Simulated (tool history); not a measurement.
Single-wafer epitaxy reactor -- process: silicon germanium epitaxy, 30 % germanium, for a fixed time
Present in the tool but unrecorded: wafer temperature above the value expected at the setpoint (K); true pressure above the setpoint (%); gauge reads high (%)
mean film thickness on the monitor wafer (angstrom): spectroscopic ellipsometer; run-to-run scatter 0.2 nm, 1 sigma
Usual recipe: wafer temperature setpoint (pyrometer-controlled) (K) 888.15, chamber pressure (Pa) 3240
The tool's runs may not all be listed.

run      day  wafer temperature setpoint (pyrometer-controlled) (K)  chamber pressure (Pa)  wafers since the last listed run  hours since the last pyrometer calibration  hours since the last manometer calibration  hours since the showerhead was replaced  hours since the gauge calibration  read-back reference wafer on the same gauge, thickness_nm  mean film thickness on the monitor wafer (angstrom)
  1        0                                                 888.15                   3240                                 0                                       661.4                                       840.2                                   5541.2                              535.6                                                     81.315                                               840.21
  2    3.608                                                 888.15                   3240                              1935                                         748                                       926.8                                   5627.8                              622.2                                                     81.308                                               842.26
  3    7.625                                                 888.15                   3240                              2154                                       844.4                                      1023.2                                   5724.2                              718.6                                                     81.307                                               839.65
  4   11.233                                                 897.15                   3240                              1935                                         931                                      1109.8                                   5810.8                              805.2                                                     81.307                                               964.53
      15.012  -- pyrometer calibrated
  5   20.604                                                 897.15                   3240                              4846                                       134.2                                      1334.7                                   6035.7                             1030.1                                                     81.359                                                962.3
  6   24.912                                                 897.15                   3240                              2310                                       237.6                                      1438.1                                   6139.1                             1133.5                                                     81.275                                               968.16
  7   27.954                                                 888.15                   3240                              1631                                       310.6                                      1511.1                                   6212.1                             1206.5                                                     81.334                                               838.06
  8   30.717                                                 888.15                   3240                              1481                                       376.9                                      1577.4                                   6278.4                             1272.8                                                     81.306                                               839.25
  9   34.446                                                 888.15                   3240                              1999                                       466.4                                      1666.9                                   6367.9                             1362.3                                                     81.345                                                839.2
 10   39.671                                                 888.15                   3240                              2802                                       591.8                                      1792.3                                   6493.3                             1487.7                                                     81.313                                               840.03
 11    42.65                                                 888.15                   3720                              1597                                       663.3                                      1863.8                                   6564.8                             1559.2                                                     81.271                                               887.33
 12   44.562                                                 888.15                   3720                              1025                                       709.2                                      1909.7                                   6610.7                             1605.1                                                     81.314                                               888.01
 13   46.462                                                 888.15                   2906                              1018                                       754.8                                      1955.3                                   6656.3                             1650.7                                                     81.309                                               801.34
 14   48.067                                                 888.15                   2906                               860                                       793.3                                      1993.8                                   6694.8                             1689.2                                                     81.363                                               802.05
      51.125  -- showerhead replaced
 15   52.046                                                 898.15                   3240                              1955                                       888.8                                      2089.3                                     22.1                             1784.7                                                     81.298                                               979.89
 16   55.612                                                 900.15                   3893                              1912                                       974.4                                      2174.9                                    107.7                             1870.3                                                     81.329                                              1088.56
      57.392  -- pyrometer calibrated
 17   57.858                                                 876.15                   3680                              1025                                        11.2                                      2228.8                                    161.6                             1924.2                                                     81.315                                               733.18
 18   59.717                                                 888.15                   3240                               996                                        55.8                                      2273.4                                    206.2                             1968.8                                                     81.267                                               843.76
 19   62.071                                                 888.15                   3533                              1262                                       112.3                                      2329.9                                    262.7                             2025.3                                                     81.283                                               872.63
 20   64.171                                                 888.15                   3946                              1126                                       162.7                                      2380.3                                    313.1                             2075.7                                                     81.347                                               909.24
 21   67.396                                                 898.15                   2546                              1729                                       240.1                                      2457.7                                    390.5                             2153.1                                                     81.333                                               887.95
 22   69.617                                                 893.15                   3960                              1191                                       293.4                                        2511                                    443.8                             2206.4                                                     81.282                                               985.45
 23   74.062                                                 896.15                   2866                              2384                                       400.1                                      2617.7                                    550.5                             2313.1                                                     81.218                                               908.16
 24   78.062                                                 901.15                   3840                              2145                                       496.1                                      2713.7                                    646.5                             2409.1                                                     81.382                                              1098.98
 25   79.729                                                 888.15                   3240                               893                                       536.1                                      2753.7                                    686.5                             2449.1                                                     81.294                                               844.11
      81.475  -- capacitance manometer re-zeroed and calibrated
 26   83.796                                                 878.15                   3240                              2002                                       633.7                                        55.7                                    784.1                             2546.7                                                     81.279                                               718.85
 27   86.325                                                 880.15                   2786                              1356                                       694.4                                       116.4                                    844.8                             2607.4                                                     81.276                                               697.27
        86.9  -- gauge calibrated
 28   89.075                                                 888.15                   3240                              1474                                       760.4                                       182.4                                    910.8                               52.2                                                     81.261                                               842.21
 29   91.471                                                 874.15                   2480                              1284                                       817.9                                       239.9                                    968.3                              109.7                                                     81.268                                               607.68
 30   95.325                                                 888.15                   3240                              2066                                       910.4                                       332.4                                   1060.8                              202.2                                                     81.276                                               841.26
 31   97.771                                                 898.15                   3866                              1311                                       969.1                                       391.1                                   1119.5                              260.9                                                     81.279                                              1056.52
      99.996  -- pyrometer calibrated
 32  101.638                                                 902.15                   3973                              1894                                        39.4                                       483.9                                   1212.3                              353.7                                                      81.29                                               1131.7
 33  111.988                                                 883.15                   3240                              5550                                       287.8                                       732.3                                   1460.7                              602.1                                                      81.26                                               778.43
 34  114.908                                                 900.15                   2453                              1566                                       357.9                                       802.4                                   1530.8                              672.2                                                     81.303                                               905.91
 35  117.629                                                 882.15                   3586                              1459                                       423.2                                       867.7                                   1596.1                              737.5                                                     81.344                                               795.93
 36  121.967                                                 888.15                   3920                              2326                                       527.3                                       971.8                                   1700.2                              841.6                                                      81.33                                               904.43

Hidden condition of the tool, last listed run before each entry between runs versus first listed run after:
After run 4, before run 5: pyrometer calibrated (day 15.012)
  nothing in the hidden state changes from one run to the other
After run 14, before run 15: showerhead replaced (day 51.125)
  nothing in the hidden state changes from one run to the other
After run 16, before run 17: pyrometer calibrated (day 57.392)
  nothing in the hidden state changes from one run to the other
After run 25, before run 26: capacitance manometer re-zeroed and calibrated (day 81.475)
  nothing in the hidden state changes from one run to the other
After run 27, before run 28: gauge calibrated (day 86.9)
  nothing in the hidden state changes from one run to the other
After run 31, before run 32: pyrometer calibrated (day 99.996)
  nothing in the hidden state changes from one run to the other
